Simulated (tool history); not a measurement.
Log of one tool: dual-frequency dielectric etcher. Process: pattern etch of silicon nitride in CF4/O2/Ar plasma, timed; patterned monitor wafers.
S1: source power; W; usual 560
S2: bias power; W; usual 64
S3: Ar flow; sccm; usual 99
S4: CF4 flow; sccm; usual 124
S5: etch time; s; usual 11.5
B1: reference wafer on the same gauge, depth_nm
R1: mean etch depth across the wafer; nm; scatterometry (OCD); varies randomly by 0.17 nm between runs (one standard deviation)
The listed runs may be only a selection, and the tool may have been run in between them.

run    hour   S1  S2   S3   S4    S5     B1     R1
  1       0  490  64   99  124  11.5  27.36  23.87
  2   101.4  490  64   99  124  11.5  27.37  24.17
  3   144.1  560  64   99  124  11.5  27.41  26.93
  4   210.7  520  64  122  124  11.5  27.43  24.46
  5   259.4  560  79   99  149    10  27.42   25.7
      296.1  -- wet clean of the chamber
  6     302  560  64   99  124  13.5  27.47  31.31
  7     399  560  60   77  124  11.5  27.41  26.76
      410.9  -- bias power generator calibrated
  8   448.1  490  64   99  124   9.5  27.37  19.66
  9     536  560  64  120  132  11.5  27.39  26.41
        580  -- upper electrode replaced
 10   606.2  560  64   99  124  11.5  27.38  26.91
 11   693.6  480  64   99  124  11.5  27.47  23.29
      718.4  -- Ar flow controller replaced
      736.4  -- CF4 flow controller replaced
      792.5  -- wet clean of the chamber
 12     793  560  71   99  124    15  27.39  36.57
 13     831  560  64   99  106  11.5  27.46  26.21
 14     894  560  69   99  106  11.5  27.45  26.95
 15   984.8  560  64   99  124  11.5  27.47  26.67
 16  1029.1  490  71   90  124  11.5  27.39  24.79
 17  1131.3  560  64   79  124  11.5  27.43  26.89
 18  1176.1  560  64   99  124  11.5  27.43  26.64
 19    1233  520  64  114  113     8   27.4  16.85
       1357  -- wet clean of the chamber
 20  1357.5  560  64   99  124  11.5  27.39  26.07

Run 21, settings as shown, results not yet in. Your forecast:
 21  1423.3  600  50  119  124  9.5   ?   ?

{"run 21": {"B1": 27.37, "R1": 20.87}}
Minus the tool's unlogged condition, the same run would have read R1 21.38 nm.
